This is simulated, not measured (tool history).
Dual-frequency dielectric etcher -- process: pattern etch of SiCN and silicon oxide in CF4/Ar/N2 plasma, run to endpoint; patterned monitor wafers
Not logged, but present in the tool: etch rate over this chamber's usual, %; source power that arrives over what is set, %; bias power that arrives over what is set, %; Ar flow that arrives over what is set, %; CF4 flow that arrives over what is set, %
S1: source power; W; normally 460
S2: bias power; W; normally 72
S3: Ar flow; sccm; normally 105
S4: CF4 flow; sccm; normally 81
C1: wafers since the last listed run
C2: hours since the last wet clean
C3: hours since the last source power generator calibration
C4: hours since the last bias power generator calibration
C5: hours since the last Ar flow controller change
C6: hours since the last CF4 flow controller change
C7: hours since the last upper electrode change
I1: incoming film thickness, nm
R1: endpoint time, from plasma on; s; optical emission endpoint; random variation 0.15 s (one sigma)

run   hour   S1  S2   S3  S4   C1     C2      C3      C4      C5      C6      C7     I1    R1
  1      0  460  72  105  81    0   65.7  4093.8  1785.4  4902.9  2534.1  3771.8  16.32    18
  2   13.8  460  72  105  81  298   79.5  4107.6  1799.2  4916.7  2547.9  3785.6  16.53  18.2
  3   43.9  460  72  105  81  650  109.6  4137.7  1829.3  4946.8    2578  3815.7  16.55  18.2
  4   57.2  460  72  105  81  287  122.9    4151  1842.6  4960.1  2591.3    3829  16.64  18.4
  5     79  460  72  105  81  470  144.7  4172.8  1864.4  4981.9  2613.1  3850.8  16.53    18
  6  114.8  460  72  105  81  773  180.5  4208.6  1900.2  5017.7  2648.9  3886.6  16.41    18
  7  129.5  460  72  105  81  317  195.2  4223.3  1914.9  5032.4  2663.6  3901.3  16.67  18.3
  8  153.6  460  72  105  73  520  219.3  4247.4    1939  5056.5  2687.7  3925.4  16.54  18.5
     184.5  -- bias power generator calibrated
  9    189  460  72  105  73  678  254.7  4282.8     4.5  5091.9  2723.1  3960.8   16.6  18.5
     209.8  -- source power generator calibrated
 10  211.6  460  72  105  81  401  277.3     1.8    27.1  5114.5  2745.7  3983.4  16.49    18
 11  241.2  460  72  105  81  639  306.9    31.4    56.7  5144.1  2775.3    4013  16.35    18
 12  257.4  380  80   87  81  349  323.1    47.6    72.9  5160.3  2791.5  4029.2  16.76  20.1
     297.3  -- upper electrode replaced
 13  297.8  460  72  112  93  354  363.5      88   113.3  5200.7  2831.9     0.5  16.38  17.5
 14  324.4  460  79  105  81  574  390.1   114.6   139.9  5227.3  2858.5    27.1  16.61  17.2
       361  -- wet clean of the chamber
 15  361.5  460  72  105  81  282    0.5   151.7     177  5264.4  2895.6    64.2  16.38  17.9
     369.8  -- Ar flow controller replaced
 16  370.7  350  72  121  81   69    9.7   160.9   186.2     0.9  2904.8    73.4  16.65  22.8
     404.5  -- CF4 flow controller replaced
 17  406.3  350  85  105  81  639   45.3   196.5   221.8    36.5     1.8     109   16.4    21
 18  431.8  520  62  127  94  550   70.8     222   247.3      62    27.3   134.5  16.59  16.9
 19  461.3  460  61   98  81  637  100.3   251.5   276.8    91.5    56.8     164  16.58  19.1
 20  495.3  460  72  105  81  734  134.3   285.5   310.8   125.5    90.8     198  16.48    18
 21  529.4  410  82   96  75  736  168.4   319.6   344.9   159.6   124.9   232.1   16.5  19.2
 22  564.5  350  85  105  81  758  203.5   354.7     380   194.7     160   267.2  16.48  20.9

Here are 3 independent what-if runs from the current tool condition. What would each one return?
  A  564.9  460  59  105  81   8  203.9  355.1  380.4  195.1  160.4  267.6  16.56   ?
  B  564.9  490  62  105  63   8  203.9  355.1  380.4  195.1  160.4  267.6  16.56   ?
  C  564.9  370  59   93  67   8  203.9  355.1  380.4  195.1  160.4  267.6  16.56   ?

run    R1
  A  19.1
  B  19.2
  C  23.6
Had the tool no hidden state, the same runs would have come out as:
run    R1
  A  19.1
  B  19.2
  C  23.6
